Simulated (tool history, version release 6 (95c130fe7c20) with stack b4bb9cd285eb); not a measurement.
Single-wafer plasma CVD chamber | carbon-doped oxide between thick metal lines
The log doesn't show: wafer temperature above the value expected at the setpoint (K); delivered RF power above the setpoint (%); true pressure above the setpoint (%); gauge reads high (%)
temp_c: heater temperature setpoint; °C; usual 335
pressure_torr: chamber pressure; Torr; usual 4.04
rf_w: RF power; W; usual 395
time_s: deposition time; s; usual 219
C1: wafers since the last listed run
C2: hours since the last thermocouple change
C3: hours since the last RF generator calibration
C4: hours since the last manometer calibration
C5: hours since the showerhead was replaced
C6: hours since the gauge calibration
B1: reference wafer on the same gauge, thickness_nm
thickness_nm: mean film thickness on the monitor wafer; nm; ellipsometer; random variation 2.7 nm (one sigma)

{"run": 1, "hour": 0.0, "temp_c": 335, "pressure_torr": 3.59, "rf_w": 395, "time_s": 219, "C1": 0, "C2": 688, "C3": 1385, "C4": 1008.3, "C5": 3582, "C6": 2446.5, "B1": 801.791, "thickness_nm": 891.006}
{"run": 2, "hour": 51.3, "temp_c": 335, "pressure_torr": 3.59, "rf_w": 395, "time_s": 219, "C1": 522, "C2": 739.3, "C3": 1436.3, "C4": 1059.6, "C5": 3633.3, "C6": 2497.8, "B1": 801.751, "thickness_nm": 891.825}
{"run": 3, "hour": 108.6, "temp_c": 335, "pressure_torr": 4.04, "rf_w": 395, "time_s": 219, "C1": 583, "C2": 796.6, "C3": 1493.6, "C4": 1116.9, "C5": 3690.6, "C6": 2555.1, "B1": 801.984, "thickness_nm": 904.269}
{"hour": 155.0, "done": "RF generator calibrated"}
{"run": 4, "hour": 169.0, "temp_c": 335, "pressure_torr": 4.04, "rf_w": 395, "time_s": 219, "C1": 533, "C2": 857, "C3": 14, "C4": 1177.3, "C5": 3751, "C6": 2615.5, "B1": 801.783, "thickness_nm": 901.547}
{"run": 5, "hour": 230.1, "temp_c": 335, "pressure_torr": 4.04, "rf_w": 395, "time_s": 219, "C1": 622, "C2": 918.1, "C3": 75.1, "C4": 1238.4, "C5": 3812.1, "C6": 2676.6, "B1": 801.85, "thickness_nm": 899.598}
{"run": 6, "hour": 271.6, "temp_c": 335, "pressure_torr": 4.04, "rf_w": 395, "time_s": 219, "C1": 422, "C2": 959.6, "C3": 116.6, "C4": 1279.9, "C5": 3853.6, "C6": 2718.1, "B1": 802.116, "thickness_nm": 897.323}
{"hour": 291.2, "done": "showerhead replaced"}
{"hour": 295.0, "done": "gauge calibrated"}
{"run": 7, "hour": 325.2, "temp_c": 335, "pressure_torr": 3.49, "rf_w": 450, "time_s": 196, "C1": 464, "C2": 1013.2, "C3": 170.2, "C4": 1333.5, "C5": 34, "C6": 30.2, "B1": 801.568, "thickness_nm": 866.484}
{"run": 8, "hour": 369.6, "temp_c": 347, "pressure_torr": 5.02, "rf_w": 395, "time_s": 219, "C1": 452, "C2": 1057.6, "C3": 214.6, "C4": 1377.9, "C5": 78.4, "C6": 74.6, "B1": 801.988, "thickness_nm": 902.229}
{"run": 9, "hour": 396.9, "temp_c": 335, "pressure_torr": 4.82, "rf_w": 435, "time_s": 180, "C1": 278, "C2": 1084.9, "C3": 241.9, "C4": 1405.2, "C5": 105.7, "C6": 101.9, "B1": 802.057, "thickness_nm": 809.943}
{"hour": 451.5, "done": "capacitance manometer re-zeroed and calibrated"}
{"run": 10, "hour": 575.3, "temp_c": 335, "pressure_torr": 3.5, "rf_w": 345, "time_s": 194, "C1": 1735, "C2": 1263.3, "C3": 420.3, "C4": 123.8, "C5": 284.1, "C6": 280.3, "B1": 801.713, "thickness_nm": 706.745}
{"run": 11, "hour": 600.4, "temp_c": 329, "pressure_torr": 4.04, "rf_w": 440, "time_s": 219, "C1": 255, "C2": 1288.4, "C3": 445.4, "C4": 148.9, "C5": 309.2, "C6": 305.4, "B1": 802.529, "thickness_nm": 991.979}
{"run": 12, "hour": 628.2, "temp_c": 335, "pressure_torr": 3.59, "rf_w": 340, "time_s": 219, "C1": 283, "C2": 1316.2, "C3": 473.2, "C4": 176.7, "C5": 337, "C6": 333.2, "B1": 801.679, "thickness_nm": 796.992}
{"run": 13, "hour": 660.3, "temp_c": 335, "pressure_torr": 4.04, "rf_w": 395, "time_s": 219, "C1": 326, "C2": 1348.3, "C3": 505.3, "C4": 208.8, "C5": 369.1, "C6": 365.3, "B1": 802.384, "thickness_nm": 894.691}
{"run": 14, "hour": 686.2, "temp_c": 335, "pressure_torr": 4.04, "rf_w": 395, "time_s": 232, "C1": 263, "C2": 1374.2, "C3": 531.2, "C4": 234.7, "C5": 395, "C6": 391.2, "B1": 802.267, "thickness_nm": 951.784}
{"run": 15, "hour": 710.5, "temp_c": 349, "pressure_torr": 4.04, "rf_w": 395, "time_s": 181, "C1": 247, "C2": 1398.5, "C3": 555.5, "C4": 259, "C5": 419.3, "C6": 415.5, "B1": 801.563, "thickness_nm": 716.207}
{"run": 16, "hour": 758.5, "temp_c": 335, "pressure_torr": 4.04, "rf_w": 395, "time_s": 219, "C1": 488, "C2": 1446.5, "C3": 603.5, "C4": 307, "C5": 467.3, "C6": 463.5, "B1": 802.097, "thickness_nm": 903.892}
{"run": 17, "hour": 809.0, "temp_c": 345, "pressure_torr": 4.04, "rf_w": 395, "time_s": 219, "C1": 514, "C2": 1497, "C3": 654, "C4": 357.5, "C5": 517.8, "C6": 514, "B1": 802.15, "thickness_nm": 878.597}
{"hour": 860.3, "done": "thermocouple changed; heater temperature recalibrated"}
{"run": 18, "hour": 865.1, "temp_c": 328, "pressure_torr": 3.06, "rf_w": 430, "time_s": 189, "C1": 489, "C2": 4.8, "C3": 710.1, "C4": 413.6, "C5": 573.9, "C6": 570.1, "B1": 801.671, "thickness_nm": 822.83}
{"run": 19, "hour": 916.2, "temp_c": 329, "pressure_torr": 4.04, "rf_w": 440, "time_s": 219, "C1": 520, "C2": 55.9, "C3": 761.2, "C4": 464.7, "C5": 625, "C6": 621.2, "B1": 802.059, "thickness_nm": 992.589}
{"run": 20, "hour": 973.4, "temp_c": 335, "pressure_torr": 3.05, "rf_w": 395, "time_s": 219, "C1": 582, "C2": 113.1, "C3": 818.4, "C4": 521.9, "C5": 682.2, "C6": 678.4, "B1": 802.324, "thickness_nm": 875.592}
{"run": 21, "hour": 1023.2, "temp_c": 335, "pressure_torr": 4.04, "rf_w": 455, "time_s": 219, "C1": 507, "C2": 162.9, "C3": 868.2, "C4": 571.7, "C5": 732, "C6": 728.2, "B1": 802.346, "thickness_nm": 1004.221}
{"run": 22, "hour": 1048.5, "temp_c": 335, "pressure_torr": 4.04, "rf_w": 395, "time_s": 219, "C1": 257, "C2": 188.2, "C3": 893.5, "C4": 597, "C5": 757.3, "C6": 753.5, "B1": 802.137, "thickness_nm": 899.904}
{"run": 23, "hour": 1216.5, "temp_c": 335, "pressure_torr": 4.04, "rf_w": 395, "time_s": 219, "C1": 1711, "C2": 356.2, "C3": 1061.5, "C4": 765, "C5": 925.3, "C6": 921.5, "B1": 801.804, "thickness_nm": 904.844}
{"run": 24, "hour": 1259.6, "temp_c": 349, "pressure_torr": 4.04, "rf_w": 440, "time_s": 185, "C1": 438, "C2": 399.3, "C3": 1104.6, "C4": 808.1, "C5": 968.4, "C6": 964.6, "B1": 801.633, "thickness_nm": 797.269}
{"run": 25, "hour": 1297.5, "temp_c": 335, "pressure_torr": 4.04, "rf_w": 395, "time_s": 219, "C1": 386, "C2": 437.2, "C3": 1142.5, "C4": 846, "C5": 1006.3, "C6": 1002.5, "B1": 802.478, "thickness_nm": 900.354}
{"run": 26, "hour": 1359.2, "temp_c": 345, "pressure_torr": 3.67, "rf_w": 345, "time_s": 193, "C1": 628, "C2": 498.9, "C3": 1204.2, "C4": 907.7, "C5": 1068, "C6": 1064.2, "B1": 802.385, "thickness_nm": 690.554}
{"run": 27, "hour": 1416.5, "temp_c": 335, "pressure_torr": 4.92, "rf_w": 425, "time_s": 176, "C1": 583, "C2": 556.2, "C3": 1261.5, "C4": 965, "C5": 1125.3, "C6": 1121.5, "B1": 801.61, "thickness_nm": 782.671}
{"run": 28, "hour": 1455.6, "temp_c": 345, "pressure_torr": 4.04, "rf_w": 395, "time_s": 186, "C1": 398, "C2": 595.3, "C3": 1300.6, "C4": 1004.1, "C5": 1164.4, "C6": 1160.6, "B1": 802.161, "thickness_nm": 746.519}
{"run": 29, "hour": 1527.2, "temp_c": 335, "pressure_torr": 4.04, "rf_w": 430, "time_s": 249, "C1": 729, "C2": 666.9, "C3": 1372.2, "C4": 1075.7, "C5": 1236, "C6": 1232.2, "B1": 802.002, "thickness_nm": 1085.747}

Hidden state at the last listed run before each entry between runs and at the first one after, where it differs:
Between runs 3 and 4: RF generator calibrated (hour 155)
  wafer temperature above the value expected at the setpoint (K): 4.24 -> 4.4
  measured less the result without the state, thickness_nm: -10.085 -> -10.436 nm
Between runs 6 and 7: showerhead replaced (hour 291.2); gauge calibrated (hour 295)
  wafer temperature above the value expected at the setpoint (K): 4.64 -> 4.75
  measured less the result without the state, thickness_nm: -10.952 -> -10.826 nm
Between runs 9 and 10: capacitance manometer re-zeroed and calibrated (hour 451.5)
  wafer temperature above the value expected at the setpoint (K): 4.88 -> 5.15
  measured less the result without the state, thickness_nm: -10.401 -> -9.576 nm
Between runs 17 and 18: thermocouple changed; heater temperature recalibrated (hour 860.3)
  wafer temperature above the value expected at the setpoint (K): 5.4 -> 0.954
  measured less the result without the state, thickness_nm: -11.292 -> -2.264 nm

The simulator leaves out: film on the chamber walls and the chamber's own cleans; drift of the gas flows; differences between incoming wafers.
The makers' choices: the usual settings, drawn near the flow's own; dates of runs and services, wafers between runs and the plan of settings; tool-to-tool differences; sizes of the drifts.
